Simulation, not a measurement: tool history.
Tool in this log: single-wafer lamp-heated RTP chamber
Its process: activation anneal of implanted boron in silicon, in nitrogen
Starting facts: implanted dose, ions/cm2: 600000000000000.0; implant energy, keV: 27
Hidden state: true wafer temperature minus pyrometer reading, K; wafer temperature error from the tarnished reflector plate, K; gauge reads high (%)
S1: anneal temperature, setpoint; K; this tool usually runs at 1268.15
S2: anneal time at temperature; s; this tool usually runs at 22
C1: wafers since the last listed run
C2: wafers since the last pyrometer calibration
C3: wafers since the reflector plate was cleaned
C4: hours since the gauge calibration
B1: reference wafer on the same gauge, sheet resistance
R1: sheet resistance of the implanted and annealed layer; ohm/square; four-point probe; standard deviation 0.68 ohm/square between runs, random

| run | day | S1 | S2 | C1 | C2 | C3 | C4 | B1 | R1 |
|---|---|---|---|---|---|---|---|---|---|
| 1 | 0 | 1268.15 | 31 | 0 | 4275 | 1884 | 1386.7 | 159.07 | 183.78 |
| 2 | 1.379 | 1268.15 | 22 | 537 | 4813 | 2421 | 1419.8 | 159 | 185.57 |
| 3 | 3.467 | 1268.15 | 22 | 813 | 5626 | 3235 | 1469.9 | 159.23 | 182.5 |
| 4 | 4.721 | 1290.15 | 22 | 488 | 6115 | 3724 | 1500 | 159.01 | 180.79 |
|  | 6.412 | pyrometer window cleaned and pyrometer calibrated |
| 5 | 6.433 | 1290.15 | 22 | 537 | 8 | 4261 | 1541.1 | 159.06 | 182.56 |
| 6 | 8.488 | 1290.15 | 22 | 800 | 809 | 5062 | 1590.4 | 158.99 | 180.4 |
|  | 10.446 | reflector plate cleaned |
| 7 | 10.546 | 1268.15 | 22 | 672 | 1481 | 38 | 1639.8 | 159.01 | 187.09 |
| 8 | 13.329 | 1268.15 | 22 | 1084 | 2566 | 1123 | 1706.6 | 159.09 | 185.97 |
| 9 | 15.308 | 1268.15 | 22 | 771 | 3337 | 1894 | 1754.1 | 158.74 | 185.68 |
| 10 | 17.712 | 1268.15 | 22 | 936 | 4274 | 2831 | 1811.8 | 159 | 185.24 |
| 11 | 19.867 | 1268.15 | 22 | 839 | 5113 | 3670 | 1863.5 | 158.95 | 184.86 |
| 12 | 21.642 | 1268.15 | 22 | 691 | 5805 | 4362 | 1906.1 | 159.17 | 183.85 |
| 13 | 23.154 | 1268.15 | 12 | 589 | 6395 | 4952 | 1942.4 | 159.13 | 185.32 |
|  | 23.762 | pyrometer window cleaned and pyrometer calibrated |
| 14 | 25.104 | 1268.15 | 12 | 630 | 522 | 5582 | 1989.2 | 159.07 | 188.93 |
|  | 25.792 | gauge calibrated |
|  | 26.271 | reflector plate cleaned |
| 15 | 27.392 | 1268.15 | 22 | 761 | 1283 | 437 | 38.4 | 159.09 | 186.95 |
| 16 | 31.717 | 1268.15 | 22 | 1685 | 2969 | 2122 | 142.2 | 158.85 | 185.81 |
| 17 | 33.471 | 1268.15 | 22 | 683 | 3652 | 2806 | 184.3 | 159.05 | 186.29 |
| 18 | 36.354 | 1259.15 | 18 | 1123 | 4776 | 3929 | 253.5 | 159.07 | 189.33 |
| 19 | 38.775 | 1290.15 | 22 | 943 | 5719 | 4873 | 311.6 | 158.97 | 179.51 |
| 20 | 40.833 | 1255.15 | 32 | 802 | 6522 | 5675 | 361 | 158.87 | 186.46 |
|  | 42.046 | pyrometer window cleaned and pyrometer calibrated |
|  | 42.771 | reflector plate cleaned |
| 21 | 43 | 1268.15 | 22 | 584 | 241 | 90 | 413 | 159.02 | 187.34 |
| 22 | 44.983 | 1292.15 | 28 | 772 | 1014 | 862 | 460.6 | 159.01 | 180.32 |
| 23 | 46.396 | 1278.15 | 28 | 550 | 1565 | 1413 | 494.5 | 158.84 | 183.42 |
| 24 | 47.804 | 1284.15 | 31 | 548 | 2114 | 1962 | 528.3 | 158.97 | 179.81 |
| 25 | 49.888 | 1293.15 | 14 | 811 | 2925 | 2774 | 578.3 | 159.06 | 181.25 |
| 26 | 51.171 | 1247.15 | 14 | 500 | 3426 | 3274 | 609.1 | 159.14 | 205.28 |
| 27 | 52.283 | 1268.15 | 22 | 433 | 3859 | 3707 | 635.8 | 158.92 | 184.89 |
| 28 | 54.033 | 1248.15 | 22 | 681 | 4541 | 4389 | 677.8 | 159.16 | 196.93 |
|  | 56.158 | reflector plate cleaned |
| 29 | 56.179 | 1287.15 | 15 | 706 | 5247 | 8 | 729.3 | 158.93 | 179.78 |
| 30 | 58.829 | 1268.15 | 13 | 1032 | 6280 | 1041 | 792.9 | 158.9 | 185.22 |
| 31 | 60.283 | 1276.15 | 22 | 566 | 6847 | 1608 | 827.8 | 159.13 | 181.75 |
| 32 | 61.879 | 1289.15 | 22 | 621 | 7469 | 2229 | 866.1 | 158.77 | 179.06 |
|  | 63.446 | pyrometer window cleaned and pyrometer calibrated |
| 33 | 63.588 | 1291.15 | 31 | 535 | 55 | 2765 | 907.1 | 158.92 | 179.52 |
| 34 | 65.508 | 1251.15 | 15 | 748 | 803 | 3514 | 953.2 | 158.83 | 201.25 |
| 35 | 67.108 | 1282.15 | 11 | 623 | 1427 | 4137 | 991.6 | 158.92 | 183.79 |

For each run, what was the tool's unlogged condition?
wafer temperature error from the tarnished reflector plate, K: 0 on each run
gauge reads high (%): 0 on each run
H1: true wafer temperature minus pyrometer reading, K
| run | H1 |
|---|---|
| 1 | 5.14 |
| 2 | 6.21 |
| 3 | 8.06 |
| 4 | 9.31 |
| 5 | 0.439 |
| 6 | 0.578 |
| 7 | 0.991 |
| 8 | 1.99 |
| 9 | 3 |
| 10 | 4.57 |
| 11 | 6.29 |
| 12 | 7.94 |
| 13 | 9.5 |
| 14 | 1.16 |
| 15 | 1.53 |
| 16 | 3.15 |
| 17 | 4.15 |
| 18 | 6.23 |
| 19 | 8.39 |
| 20 | 10.5 |
| 21 | 0.294 |
| 22 | 0.543 |
| 23 | 0.876 |
| 24 | 1.34 |
| 25 | 2.25 |
| 26 | 2.96 |
| 27 | 3.65 |
| 28 | 4.91 |
| 29 | 6.72 |
| 30 | 9.37 |
| 31 | 11 |
| 32 | 13 |
| 33 | 0.783 |
| 34 | 0.92 |
| 35 | 1.22 |

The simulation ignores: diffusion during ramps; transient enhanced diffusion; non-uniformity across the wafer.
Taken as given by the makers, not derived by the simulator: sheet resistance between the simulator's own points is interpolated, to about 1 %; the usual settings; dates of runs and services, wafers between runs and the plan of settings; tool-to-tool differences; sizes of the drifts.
